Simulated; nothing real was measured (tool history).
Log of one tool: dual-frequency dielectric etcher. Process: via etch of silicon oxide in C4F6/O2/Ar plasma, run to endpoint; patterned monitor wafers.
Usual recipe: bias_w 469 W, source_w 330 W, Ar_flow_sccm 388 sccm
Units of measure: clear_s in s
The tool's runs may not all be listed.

| run | hour | bias_w | source_w | Ar_flow_sccm | incoming incoming film thickness, nm | clear_s |
|---|---|---|---|---|---|---|
| 1 | 0.0 | 469 | 330 | 388 | 72.3 | 18.3 |
| 2 | 69.6 | 469 | 330 | 388 | 71.9 | 18.1 |
| 3 | 139.4 | 407 | 330 | 318 | 72.6 | 18.2 |
| 4 | 241.8 | 407 | 330 | 318 | 72.7 | 18.2 |
|  | 328.8 | upper electrode replaced |
| 5 | 329.3 | 407 | 330 | 318 | 72.6 | 18.0 |
|  | 372.7 | Ar flow controller replaced |
|  | 373.0 | wet clean of the chamber |
| 6 | 374.3 | 469 | 330 | 388 | 71.6 | 18.1 |
| 7 | 426.5 | 469 | 330 | 388 | 72.1 | 18.1 |
| 8 | 481.0 | 469 | 330 | 388 | 72.6 | 18.3 |
|  | 531.9 | bias power generator calibrated |
| 9 | 578.7 | 469 | 330 | 388 | 72.3 | 18.0 |
| 10 | 633.5 | 469 | 330 | 388 | 73.2 | 18.2 |
| 11 | 731.0 | 469 | 330 | 388 | 71.7 | 17.8 |
| 12 | 790.7 | 469 | 400 | 291 | 72.4 | 15.7 |
|  | 827.1 | wet clean of the chamber |
| 13 | 851.9 | 469 | 330 | 360 | 73.1 | 18.5 |
| 14 | 893.1 | 469 | 330 | 388 | 71.6 | 18.2 |
| 15 | 965.8 | 469 | 330 | 388 | 72.4 | 18.3 |
| 16 | 1022.1 | 469 | 300 | 388 | 72.5 | 19.1 |
| 17 | 1067.2 | 469 | 330 | 416 | 71.5 | 18.1 |
| 18 | 1108.1 | 425 | 270 | 291 | 72.4 | 19.9 |
| 19 | 1194.5 | 376 | 280 | 360 | 72.0 | 20.4 |
|  | 1271.2 | wet clean of the chamber |
| 20 | 1271.7 | 469 | 360 | 388 | 72.8 | 17.5 |
| 21 | 1292.5 | 469 | 330 | 388 | 72.3 | 18.2 |
| 22 | 1335.5 | 469 | 330 | 388 | 72.3 | 18.1 |
| 23 | 1442.4 | 558 | 380 | 477 | 72.3 | 16.5 |
|  | 1484.0 | source power generator calibrated |
| 24 | 1521.8 | 469 | 380 | 388 | 72.2 | 16.8 |
| 25 | 1625.1 | 469 | 250 | 298 | 71.7 | 20.1 |
| 26 | 1664.1 | 369 | 290 | 416 | 72.3 | 20.4 |
| 27 | 1753.1 | 519 | 290 | 388 | 72.4 | 18.6 |
|  | 1869.1 | wet clean of the chamber |
| 28 | 1869.6 | 469 | 330 | 388 | 72.6 | 18.6 |
| 29 | 1928.3 | 469 | 330 | 388 | 72.6 | 18.5 |
| 30 | 2017.4 | 469 | 360 | 357 | 73.3 | 17.6 |

3 options for the next run, each taken on its own from the tool as it stands now. Forecast them:
| A | 2017.8 | 469 | 330 | 388 | 72.5 | ? |
| B | 2017.8 | 519 | 350 | 327 | 72.5 | ? |
| C | 2017.8 | 523 | 300 | 481 | 72.5 | ? |

| run | clear_s |
|---|---|
| A | 18.4 |
| B | 17.1 |
| C | 19.3 |
What these runs would have given with no unlogged condition in the tool:
| run | clear_s |
|---|---|
| A | 18.7 |
| B | 17.3 |
| C | 19.6 |

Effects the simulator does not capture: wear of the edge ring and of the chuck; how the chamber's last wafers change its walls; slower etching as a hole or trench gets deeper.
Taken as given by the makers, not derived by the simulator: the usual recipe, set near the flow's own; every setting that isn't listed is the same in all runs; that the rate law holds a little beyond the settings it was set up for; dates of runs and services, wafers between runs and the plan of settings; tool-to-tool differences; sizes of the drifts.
